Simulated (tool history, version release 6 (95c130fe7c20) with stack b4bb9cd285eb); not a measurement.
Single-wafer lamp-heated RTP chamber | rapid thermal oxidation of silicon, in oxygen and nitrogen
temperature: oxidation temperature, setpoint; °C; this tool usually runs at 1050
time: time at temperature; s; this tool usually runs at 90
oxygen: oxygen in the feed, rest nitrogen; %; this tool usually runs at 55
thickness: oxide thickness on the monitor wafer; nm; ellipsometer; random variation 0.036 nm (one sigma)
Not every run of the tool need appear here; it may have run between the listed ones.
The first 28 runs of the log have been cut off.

run    hour  temperature  time  oxygen  wafers since the last listed run  wafers since the last pyrometer calibration  hours since the oxygen flow controller was replaced  hours since the gauge calibration  read-back reference wafer on the same gauge, thickness  thickness
 29  2189.9         1050    59      55                               513                                         3925                                               1015.2                             1010.2                                                   9.123      7.323
 30  2233.1         1050    90      73                               257                                         4183                                               1058.4                             1053.4                                                   9.114      9.901
     2259.3  -- pyrometer window cleaned and pyrometer calibrated
 31  2277.8         1075   106      82                               218                                          110                                               1103.1                             1098.1                                                   9.129     12.381
 32  2315.2         1050    90      55                               222                                          332                                               1140.5                             1135.5                                                   9.121      8.444
 33  2376.3         1076    90      73                               363                                          696                                               1201.6                             1196.6                                                   9.120     11.181
 34  2480.7         1050    74      55                               621                                         1318                                               1306.0                             1301.0                                                   9.118      7.699
 35  2575.9         1050    90      55                               566                                         1885                                               1401.2                             1396.2                                                   9.129      8.499
 36  2638.2         1063   121      55                               370                                         2255                                               1463.5                             1458.5                                                   9.127     10.719
 37  2740.2         1050    90      65                               607                                         2863                                               1565.5                             1560.5                                                   9.111      9.213

Predict each of these 5 candidate next runs independently; none follows another, all start after run 37:
  A  2740.7         1050    90      55                                 2                                         2866                                               1566.0                             1561.0                                                       ?          ?
  B  2740.7         1059    90      55                                 2                                         2866                                               1566.0                             1561.0                                                       ?          ?
  C  2740.7         1050   112      55                                 2                                         2866                                               1566.0                             1561.0                                                       ?          ?
  D  2740.7         1062    45      47                                 2                                         2866                                               1566.0                             1561.0                                                       ?          ?
  E  2740.7         1050    90      31                                 2                                         2866                                               1566.0                             1561.0                                                       ?          ?

run  read-back reference wafer on the same gauge, thickness  thickness
  A                                                   9.134      8.623
  B                                                   9.134      9.164
  C                                                   9.134      9.523
  D                                                   9.134      6.504
  E                                                   9.134      7.036
With the hidden condition removed and each run's random variation left untouched, the same runs would have given:
run  thickness
  A      8.379
  B      8.908
  C      9.253
  D      6.326
  E      6.839
